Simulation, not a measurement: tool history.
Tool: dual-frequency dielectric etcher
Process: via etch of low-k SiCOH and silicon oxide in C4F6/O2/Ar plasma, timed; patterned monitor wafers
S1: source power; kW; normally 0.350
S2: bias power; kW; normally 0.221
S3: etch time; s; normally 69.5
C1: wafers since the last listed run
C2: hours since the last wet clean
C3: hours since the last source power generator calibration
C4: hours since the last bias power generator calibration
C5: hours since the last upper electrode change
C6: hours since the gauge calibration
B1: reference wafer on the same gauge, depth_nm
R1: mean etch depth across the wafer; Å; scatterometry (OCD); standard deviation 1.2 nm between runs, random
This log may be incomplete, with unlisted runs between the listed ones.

run    hour     S1     S2    S3    C1     C2      C3      C4      C5      C6     B1    R1
  1     0.0  0.300  0.221  64.5     0  116.9  2183.5  1270.2  3528.1   837.0  190.5  1903
  2    63.5  0.350  0.200  69.5   954  180.4  2247.0  1333.7  3591.6   900.5  190.5  2086
  3    93.8  0.350  0.221  69.5   455  210.7  2277.3  1364.0  3621.9   930.8  190.8  2177
  4   134.0  0.350  0.221  69.5   604  250.9  2317.5  1404.2  3662.1   971.0  190.7  2198
  5   160.2  0.350  0.221  69.5   393  277.1  2343.7  1430.4  3688.3   997.2  191.0  2211
      168.2  -- source power generator calibrated
  6   224.4  0.350  0.221  69.5   905  341.3    56.2  1494.6  3752.5  1061.4  191.1  2178
      392.1  -- wet clean of the chamber
  7   424.8  0.350  0.221  69.5  2651   32.7   256.6  1695.0  3952.9  1261.8  191.4  2201
  8   490.6  0.350  0.221  69.5   989   98.5   322.4  1760.8  4018.7  1327.6  191.5  2180
  9   524.4  0.310  0.271  49.0   508  132.3   356.2  1794.6  4052.5  1361.4  191.9  1624
 10   596.0  0.350  0.221  61.5  1076  203.9   427.8  1866.2  4124.1  1433.0  191.9  1945
 11   658.3  0.290  0.190  59.0   936  266.2   490.1  1928.5  4186.4  1495.3  192.0  1587
 12   720.5  0.290  0.258  56.0   935  328.4   552.3  1990.7  4248.6  1557.5  191.9  1781
 13   771.5  0.350  0.221  69.5   766  379.4   603.3  2041.7  4299.6  1608.5  192.1  2209
 14   837.5  0.330  0.221  50.0   992  445.4   669.3  2107.7  4365.6  1674.5  192.1  1545
 15   879.0  0.350  0.221  69.5   623  486.9   710.8  2149.2  4407.1  1716.0  192.4  2208
      938.0  -- wet clean of the chamber
     1030.2  -- bias power generator calibrated
 16  1068.3  0.350  0.270  69.5  2424  130.3   900.1    38.1  4596.4  1905.3  192.7  2457
     1106.3  -- gauge calibrated
     1121.5  -- upper electrode replaced
 17  1122.0  0.400  0.260  69.5   446  184.0   953.8    91.8     0.5    15.7  187.3  2446
 18  1177.1  0.350  0.273  80.0   828  239.1  1008.9   146.9    55.6    70.8  187.5  2770
 19  1225.3  0.390  0.176  81.5   724  287.3  1057.1   195.1   103.8   119.0  187.6  2341
 20  1370.0  0.300  0.221  69.5  2175  432.0  1201.8   339.8   248.5   263.7  187.7  2026
 21  1410.7  0.290  0.248  86.0   611  472.7  1242.5   380.5   289.2   304.4  187.8  2637
     1453.8  -- wet clean of the chamber
 22  1454.3  0.350  0.221  69.5   294    0.5  1286.1   424.1   332.8   348.0  187.8  2147
 23  1470.3  0.350  0.221  61.5   240   16.5  1302.1   440.1   348.8   364.0  188.0  1909
 24  1499.7  0.350  0.180  89.0   441   45.9  1331.5   469.5   378.2   393.4  188.1  2455
 25  1530.1  0.350  0.193  52.5   457   76.3  1361.9   499.9   408.6   423.8  188.2  1523
 26  1639.1  0.320  0.196  80.0  1638  185.3  1470.9   608.9   517.6   532.8  188.5  2246
 27  1668.6  0.410  0.169  80.0   443  214.8  1500.4   638.4   547.1   562.3  188.6  2281
 28  1734.2  0.350  0.221  69.5   986  280.4  1566.0   704.0   612.7   627.9  188.4  2148
 29  1768.2  0.350  0.241  51.5   511  314.4  1600.0   738.0   646.7   661.9  188.7  1687

What differs in the tool's unlogged condition from the final listed run ahead of each entry between runs to the first listed run following it?
Between runs 5 and 6: source power generator calibrated (hour 168.2)
  gauge reads high (%): 1.52 -> 1.59
  the result without the hidden state subtracted from the measured one, R1: +33 -> +34 Å
Between runs 6 and 7: wet clean of the chamber (hour 392.1)
  gauge reads high (%): 1.59 -> 1.81
  the result without the hidden state subtracted from the measured one, R1: +34 -> +40 Å
Between runs 15 and 16: wet clean of the chamber (hour 938.0); bias power generator calibrated (hour 1030.2)
  gauge reads high (%): 2.31 -> 2.52
  the result without the hidden state subtracted from the measured one, R1: +50 -> +61 Å
Between runs 16 and 17: gauge calibrated (hour 1106.3); upper electrode replaced (hour 1121.5)
  gauge reads high (%): 2.52 -> -0.361
  the result without the hidden state subtracted from the measured one, R1: +61 -> -9 Å
Between runs 21 and 22: wet clean of the chamber (hour 1453.8)
  gauge reads high (%): -0.0423 -> 0.0059
  the result without the hidden state subtracted from the measured one, R1: -1 -> +0 Å
